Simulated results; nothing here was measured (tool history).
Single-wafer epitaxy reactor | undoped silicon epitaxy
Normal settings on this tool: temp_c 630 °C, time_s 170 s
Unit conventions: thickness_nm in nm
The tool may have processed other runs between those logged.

run	hour	temp_c	time_s	wafers since the last listed run	hours since the last pyrometer calibration	hours since the gauge calibration	read-back reference wafer on the same gauge, thickness_nm	thickness_nm
1	0.0	630	170	0	1836.6	289.6	19.794	20.231
2	43.2	630	170	310	1879.8	332.8	19.816	20.210
3	102.6	625	170	427	1939.2	392.2	19.802	18.319
4	154.8	625	170	375	1991.4	444.4	19.787	18.322
5	185.9	625	170	223	2022.5	475.5	19.816	18.209
6	212.5	630	170	191	2049.1	502.1	19.811	20.184
7	248.1	630	170	255	2084.7	537.7	19.804	20.165
8	289.9	630	170	300	2126.5	579.5	19.804	20.281
9	353.3	630	170	455	2189.9	642.9	19.800	20.237
10	391.2	630	170	272	2227.8	680.8	19.792	20.214
11	515.9	630	188	896	2352.5	805.5	19.808	22.476
12	569.2	630	188	383	2405.8	858.8	19.803	22.464
# hour 577.8: pyrometer calibrated
13	634.7	630	188	413	56.9	924.3	19.796	22.390
14	662.1	630	158	197	84.3	951.7	19.798	18.807
15	719.0	630	158	409	141.2	1008.6	19.802	18.924
16	748.4	630	158	211	170.6	1038.0	19.797	18.730
17	798.5	636	153	360	220.7	1088.1	19.791	20.612
18	867.5	630	170	496	289.7	1157.1	19.802	20.232
19	927.0	630	158	427	349.2	1216.6	19.811	18.904
20	954.5	630	170	197	376.7	1244.1	19.807	20.333
21	1005.4	625	197	365	427.6	1295.0	19.793	21.258
22	1043.0	630	158	270	465.2	1332.6	19.798	18.737
23	1112.4	630	151	499	534.6	1402.0	19.797	17.979
# hour 1115.2: gauge calibrated
24	1195.5	624	170	597	617.7	80.3	19.795	17.953
25	1247.0	643	170	370	669.2	131.8	19.785	26.319
26	1316.7	620	196	501	738.9	201.5	19.810	19.021
27	1380.8	644	170	460	803.0	265.6	19.806	26.681
28	1409.2	630	170	204	831.4	294.0	19.803	20.307
29	1464.2	642	170	395	886.4	349.0	19.799	25.644
30	1626.4	615	157	1166	1048.6	511.2	19.807	13.807
31	1662.0	638	170	255	1084.2	546.8	19.801	23.759
32	1726.0	630	170	460	1148.2	610.8	19.791	20.262
33	1772.9	616	185	337	1195.1	657.7	19.791	16.642

Each row is a separate what-if for the run after 33, all from the same tool condition, not one after another. Results?
A	1773.3	637	170	2	1195.5	658.1	?	?
B	1773.3	638	154	2	1195.5	658.1	?	?
C	1773.3	630	149	2	1195.5	658.1	?	?
D	1773.3	626	170	2	1195.5	658.1	?	?
E	1773.3	636	204	2	1195.5	658.1	?	?

run	read-back reference wafer on the same gauge, thickness_nm	thickness_nm
A	19.805	23.233
B	19.805	21.466
C	19.805	17.716
D	19.805	18.650
E	19.805	27.334
The same runs, with their run-to-run variation unchanged, on a tool lacking any hidden condition would have given:
run	thickness_nm
A	23.233
B	21.466
C	17.716
D	18.650
E	27.334

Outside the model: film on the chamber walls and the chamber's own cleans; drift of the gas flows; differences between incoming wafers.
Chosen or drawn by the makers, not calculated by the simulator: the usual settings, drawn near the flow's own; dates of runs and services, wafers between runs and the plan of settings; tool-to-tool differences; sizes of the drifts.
